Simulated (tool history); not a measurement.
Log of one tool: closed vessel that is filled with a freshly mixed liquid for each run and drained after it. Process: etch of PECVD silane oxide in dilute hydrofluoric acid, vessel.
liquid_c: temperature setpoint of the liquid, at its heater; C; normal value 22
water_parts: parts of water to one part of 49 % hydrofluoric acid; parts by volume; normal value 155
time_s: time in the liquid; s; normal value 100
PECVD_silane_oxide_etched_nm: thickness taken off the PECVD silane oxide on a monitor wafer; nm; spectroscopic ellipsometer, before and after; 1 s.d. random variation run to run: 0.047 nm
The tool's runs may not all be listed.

| run | hour | liquid_c | water_parts | time_s | read-back film thickness of the PECVD silane oxide reference wafer, read on the same gauge (nm) | PECVD_silane_oxide_etched_nm |
|---|---|---|---|---|---|---|
| 1 | 0 | 22 | 155 | 130 | 39.97 | 14.2 |
| 2 | 24.7 | 22 | 155 | 130 | 40.01 | 14.17 |
| 3 | 91.2 | 22 | 155 | 130 | 40 | 14.26 |
| 4 | 145.1 | 22 | 210 | 100 | 40.01 | 7.65 |
| 5 | 200.7 | 22 | 210 | 100 | 40.01 | 7.67 |
| 6 | 376 | 22 | 155 | 145 | 40 | 16.29 |
| 7 | 443.3 | 22 | 155 | 145 | 40 | 16.24 |
|  | 478.6 | thermometer replaced |
| 8 | 499.7 | 22 | 155 | 100 | 40.02 | 10.27 |
| 9 | 544 | 22 | 155 | 100 | 40.01 | 10.29 |
|  | 587 | gauge calibrated |
| 10 | 595.3 | 18.5 | 155 | 100 | 40.02 | 8.93 |
| 11 | 667.1 | 22 | 155 | 100 | 39.99 | 10.36 |
| 12 | 725.4 | 22 | 155 | 100 | 40.02 | 10.42 |
| 13 | 762.6 | 22 | 155 | 100 | 40.01 | 10.36 |
| 14 | 800.5 | 22 | 155 | 100 | 39.97 | 10.43 |
| 15 | 827.4 | 22 | 155 | 85 | 40.01 | 8.91 |
| 16 | 884 | 22 | 155 | 50 | 40 | 5.26 |
| 17 | 924.9 | 18 | 195 | 125 | 40.01 | 8.7 |
| 18 | 953.7 | 17 | 110 | 45 | 40 | 5.71 |
| 19 | 999.4 | 20.5 | 105 | 145 | 40 | 22.54 |
|  | 1035.9 | hydrofluoric acid flow meter replaced |
| 20 | 1066.9 | 18 | 85 | 100 | 39.97 | 15.89 |
| 21 | 1092.8 | 22 | 155 | 100 | 40.01 | 9.45 |
| 22 | 1135.8 | 27 | 155 | 115 | 40.01 | 13.36 |
| 23 | 1191.8 | 22 | 235 | 100 | 40.01 | 5.79 |
| 24 | 1241.3 | 22 | 155 | 145 | 40.03 | 13.96 |
| 25 | 1286.8 | 22 | 155 | 100 | 39.98 | 9.59 |
| 26 | 1349.3 | 25.5 | 155 | 130 | 40.02 | 14.5 |

Consider 5 possible next runs. They are alternatives, not a sequence: every one starts from the tool as it was left by run 26. What does each give?
| A | 1350 | 26.5 | 155 | 100 | ? | ? |
| B | 1350 | 24 | 155 | 140 | ? | ? |
| C | 1350 | 22 | 215 | 75 | ? | ? |
| D | 1350 | 17.5 | 230 | 100 | ? | ? |
| E | 1350 | 22 | 155 | 80 | ? | ? |

| run | read-back film thickness of the PECVD silane oxide reference wafer, read on the same gauge (nm) | PECVD_silane_oxide_etched_nm |
|---|---|---|
| A | 39.98 | 11.51 |
| B | 39.98 | 14.68 |
| C | 39.98 | 4.93 |
| D | 39.98 | 5.11 |
| E | 39.98 | 7.77 |
With no hidden state in the tool, these same runs would have given:
| run | PECVD_silane_oxide_etched_nm |
|---|---|
| A | 10.85 |
| B | 13.83 |
| C | 4.64 |
| D | 4.8 |
| E | 7.32 |
